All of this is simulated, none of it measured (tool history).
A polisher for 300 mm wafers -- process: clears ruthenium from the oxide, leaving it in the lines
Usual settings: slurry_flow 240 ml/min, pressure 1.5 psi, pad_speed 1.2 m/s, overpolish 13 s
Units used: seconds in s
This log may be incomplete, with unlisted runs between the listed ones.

run,hour,slurry_flow,pressure,pad_speed,overpolish,"incoming thickness of the incoming film, nm",seconds
1,0,275,1.5,1.2,13,155.9,164.7
2,76.1,240,1.5,1.2,13,151.9,172.4
3,184,240,1.5,1.2,13,156.8,175.6
4,245.7,240,1.5,1.2,13,152.7,177.5
5,327.6,240,1.5,1.2,13,154.9,183.5
# hour 400.6: slurry nozzle cleaned
6,427.9,240,1.5,1.2,13,156.5,190.9
# hour 473.2: worn pad replaced by a new one
7,484.7,240,1.5,1.2,18,152.9,162.8
# hour 491.7: head pressure recalibrated
8,528.9,240,1.5,1.2,18,154.8,165.5
9,586.2,240,1.5,1.2,18,153.5,165.6
10,627.9,240,1.5,1.2,13,157.1,175.4
11,717.2,240,1.2,1.2,13,154.6,208.5
12,817.8,240,1.2,1.2,13,154.4,217.2
13,887.6,315,1.7,0.8,17,156.9,214.5
14,991,240,1.5,1.2,10,155.7,187.5
# hour 1062.9: head pressure recalibrated
15,1070.9,240,1.5,1.2,11,155.6,193.2
# hour 1091.3: slurry nozzle cleaned
# hour 1124.2: worn pad replaced by a new one
16,1149.5,270,1.1,1.52,16,154.6,182.1
17,1290.4,185,1.9,1.2,6,157.5,139.8
18,1349.2,325,1.5,1.2,13,155.8,163.5
19,1412.8,240,1.5,1.2,13,155.1,172.2
20,1458.2,310,1.8,0.88,13,157.6,184.3
21,1549.5,240,1.5,1.2,13,155.5,178.8
22,1610.2,175,1.7,1.2,19,155.8,171.9
23,1673.5,240,1.5,1.2,7,153.6,186.5
24,1709.6,190,1.5,1.2,13,155.1,191.4
# hour 1721.3: slurry nozzle cleaned
# hour 1733.7: worn pad replaced by a new one
# hour 1754.3: head pressure recalibrated
25,1809.3,240,1.9,1.2,17,153.9,134.8
26,1888.5,240,1.5,0.84,20,153.8,219.2

Run 27 has not been measured yet. What should we expect?
27,1957.5,240,1.5,1.2,13,152.7,?

Run 27 produced seconds 168.6 s.
On a tool with no hidden condition, and with the same random variation, this run would have come out at seconds 165.2 s.

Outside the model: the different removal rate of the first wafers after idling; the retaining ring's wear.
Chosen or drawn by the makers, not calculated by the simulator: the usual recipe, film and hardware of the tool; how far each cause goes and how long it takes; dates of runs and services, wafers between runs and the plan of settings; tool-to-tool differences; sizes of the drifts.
